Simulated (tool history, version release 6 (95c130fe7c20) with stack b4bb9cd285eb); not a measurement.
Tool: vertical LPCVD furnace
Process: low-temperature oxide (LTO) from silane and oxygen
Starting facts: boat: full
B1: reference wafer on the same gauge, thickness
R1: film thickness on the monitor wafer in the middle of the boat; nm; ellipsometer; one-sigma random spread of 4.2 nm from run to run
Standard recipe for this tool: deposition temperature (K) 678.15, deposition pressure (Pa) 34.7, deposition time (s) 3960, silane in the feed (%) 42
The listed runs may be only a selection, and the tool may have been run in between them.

{"run": 1, "hour": 0.0, "deposition temperature (K)": 678.15, "deposition pressure (Pa)": 34.7, "deposition time (s)": 3960, "silane in the feed (%)": 42, "B1": 913.61, "R1": 792.57}
{"run": 2, "hour": 98.8, "deposition temperature (K)": 682.15, "deposition pressure (Pa)": 34.7, "deposition time (s)": 3960, "silane in the feed (%)": 42, "B1": 914.2, "R1": 826.75}
{"run": 3, "hour": 258.1, "deposition temperature (K)": 678.15, "deposition pressure (Pa)": 34.7, "deposition time (s)": 3960, "silane in the feed (%)": 42, "B1": 915.11, "R1": 791.69}
{"run": 4, "hour": 308.0, "deposition temperature (K)": 678.15, "deposition pressure (Pa)": 34.7, "deposition time (s)": 3960, "silane in the feed (%)": 42, "B1": 914.04, "R1": 794.54}
{"run": 5, "hour": 382.3, "deposition temperature (K)": 678.15, "deposition pressure (Pa)": 41.3, "deposition time (s)": 3960, "silane in the feed (%)": 42, "B1": 912.56, "R1": 948.28}
{"run": 6, "hour": 471.5, "deposition temperature (K)": 678.15, "deposition pressure (Pa)": 41.3, "deposition time (s)": 3960, "silane in the feed (%)": 42, "B1": 913.51, "R1": 950.89}
{"run": 7, "hour": 529.6, "deposition temperature (K)": 678.15, "deposition pressure (Pa)": 41.3, "deposition time (s)": 3960, "silane in the feed (%)": 42, "B1": 912.1, "R1": 948.63}
{"run": 8, "hour": 572.4, "deposition temperature (K)": 678.15, "deposition pressure (Pa)": 34.7, "deposition time (s)": 3960, "silane in the feed (%)": 45, "B1": 914.84, "R1": 843.99}
{"run": 9, "hour": 654.3, "deposition temperature (K)": 678.15, "deposition pressure (Pa)": 34.7, "deposition time (s)": 3960, "silane in the feed (%)": 45, "B1": 912.2, "R1": 844.11}
{"hour": 695.6, "done": "thermocouples replaced and temperature profile calibrated"}
{"run": 10, "hour": 724.5, "deposition temperature (K)": 678.15, "deposition pressure (Pa)": 34.7, "deposition time (s)": 3960, "silane in the feed (%)": 42, "B1": 912.88, "R1": 788.96}
{"hour": 750.3, "done": "gauge calibrated"}
{"run": 11, "hour": 816.2, "deposition temperature (K)": 678.15, "deposition pressure (Pa)": 34.7, "deposition time (s)": 3960, "silane in the feed (%)": 42, "B1": 913.72, "R1": 787.73}
{"run": 12, "hour": 914.9, "deposition temperature (K)": 678.15, "deposition pressure (Pa)": 34.7, "deposition time (s)": 3960, "silane in the feed (%)": 42, "B1": 913.45, "R1": 774.25}
{"hour": 1038.6, "done": "pressure gauge zeroed"}
{"run": 13, "hour": 1039.1, "deposition temperature (K)": 671.15, "deposition pressure (Pa)": 34.7, "deposition time (s)": 3960, "silane in the feed (%)": 47, "B1": 911.7, "R1": 845.32}
{"run": 14, "hour": 1173.6, "deposition temperature (K)": 671.15, "deposition pressure (Pa)": 34.7, "deposition time (s)": 3960, "silane in the feed (%)": 47, "B1": 913.59, "R1": 851.58}
{"run": 15, "hour": 1276.2, "deposition temperature (K)": 688.15, "deposition pressure (Pa)": 29.3, "deposition time (s)": 5010, "silane in the feed (%)": 47, "B1": 913.08, "R1": 1075.05}
{"run": 16, "hour": 1347.4, "deposition temperature (K)": 671.15, "deposition pressure (Pa)": 34.7, "deposition time (s)": 3960, "silane in the feed (%)": 42, "B1": 913.53, "R1": 752.13}
{"run": 17, "hour": 1395.4, "deposition temperature (K)": 678.15, "deposition pressure (Pa)": 34.7, "deposition time (s)": 3960, "silane in the feed (%)": 42, "B1": 912.88, "R1": 812.38}
{"run": 18, "hour": 1488.1, "deposition temperature (K)": 678.15, "deposition pressure (Pa)": 34.7, "deposition time (s)": 3960, "silane in the feed (%)": 35, "B1": 914.47, "R1": 656.73}
{"run": 19, "hour": 1553.3, "deposition temperature (K)": 678.15, "deposition pressure (Pa)": 34.7, "deposition time (s)": 3960, "silane in the feed (%)": 37, "B1": 913.05, "R1": 695.77}
{"hour": 1598.2, "done": "silane flow controller replaced"}
{"run": 20, "hour": 1632.6, "deposition temperature (K)": 667.15, "deposition pressure (Pa)": 34.7, "deposition time (s)": 4740, "silane in the feed (%)": 42, "B1": 914.05, "R1": 854.18}
{"run": 21, "hour": 1713.5, "deposition temperature (K)": 685.15, "deposition pressure (Pa)": 34.7, "deposition time (s)": 4980, "silane in the feed (%)": 34, "B1": 912.69, "R1": 843.86}
{"run": 22, "hour": 1753.9, "deposition temperature (K)": 678.15, "deposition pressure (Pa)": 34.7, "deposition time (s)": 3030, "silane in the feed (%)": 42, "B1": 915.29, "R1": 616.15}
{"run": 23, "hour": 1811.2, "deposition temperature (K)": 678.15, "deposition pressure (Pa)": 34.7, "deposition time (s)": 3960, "silane in the feed (%)": 42, "B1": 914.51, "R1": 806.01}
{"run": 24, "hour": 1866.3, "deposition temperature (K)": 668.15, "deposition pressure (Pa)": 40.7, "deposition time (s)": 2910, "silane in the feed (%)": 40, "B1": 912.47, "R1": 593.74}
{"run": 25, "hour": 1951.7, "deposition temperature (K)": 678.15, "deposition pressure (Pa)": 43.3, "deposition time (s)": 3960, "silane in the feed (%)": 42, "B1": 914.92, "R1": 1017.08}
{"run": 26, "hour": 1994.9, "deposition temperature (K)": 678.15, "deposition pressure (Pa)": 34.7, "deposition time (s)": 3960, "silane in the feed (%)": 42, "B1": 914.95, "R1": 804.54}
{"run": 27, "hour": 2040.8, "deposition temperature (K)": 678.15, "deposition pressure (Pa)": 34.7, "deposition time (s)": 4410, "silane in the feed (%)": 36, "B1": 915.19, "R1": 742.3}
{"run": 28, "hour": 2083.4, "deposition temperature (K)": 683.15, "deposition pressure (Pa)": 34.7, "deposition time (s)": 2910, "silane in the feed (%)": 46, "B1": 916.61, "R1": 683.03}
{"run": 29, "hour": 2150.3, "deposition temperature (K)": 678.15, "deposition pressure (Pa)": 34.7, "deposition time (s)": 3960, "silane in the feed (%)": 42, "B1": 914.58, "R1": 798.27}
{"run": 30, "hour": 2209.9, "deposition temperature (K)": 678.15, "deposition pressure (Pa)": 34.7, "deposition time (s)": 4950, "silane in the feed (%)": 49, "B1": 913.99, "R1": 1177.09}
{"run": 31, "hour": 2275.0, "deposition temperature (K)": 667.15, "deposition pressure (Pa)": 30.0, "deposition time (s)": 5160, "silane in the feed (%)": 45, "B1": 913.09, "R1": 862.53}
{"run": 32, "hour": 2337.3, "deposition temperature (K)": 690.15, "deposition pressure (Pa)": 34.7, "deposition time (s)": 2580, "silane in the feed (%)": 42, "B1": 912.97, "R1": 585.3}

Give the tool's hidden conditions for every run:
true tube temperature minus thermocouple reading, K: 0 in every run
deviation of the silane flow from its setpoint, %: 0 in every run
gauge reads high (%): 0 in every run
H1: true pressure minus gauge reading, mTorr
run=1 H1=-8.63
run=2 H1=-9.06
run=3 H1=-9.76
run=4 H1=-9.98
run=5 H1=-10.3
run=6 H1=-10.7
run=7 H1=-11
run=8 H1=-11.1
run=9 H1=-11.5
run=10 H1=-11.8
run=11 H1=-12.2
run=12 H1=-12.7
run=13 H1=-1.57
run=14 H1=-2.16
run=15 H1=-2.62
run=16 H1=-2.93
run=17 H1=-3.14
run=18 H1=-3.55
run=19 H1=-3.83
run=20 H1=-4.18
run=21 H1=-4.54
run=22 H1=-4.72
run=23 H1=-4.97
run=24 H1=-5.21
run=25 H1=-5.59
run=26 H1=-5.78
run=27 H1=-5.98
run=28 H1=-6.16
run=29 H1=-6.46
run=30 H1=-6.72
run=31 H1=-7.01
run=32 H1=-7.28
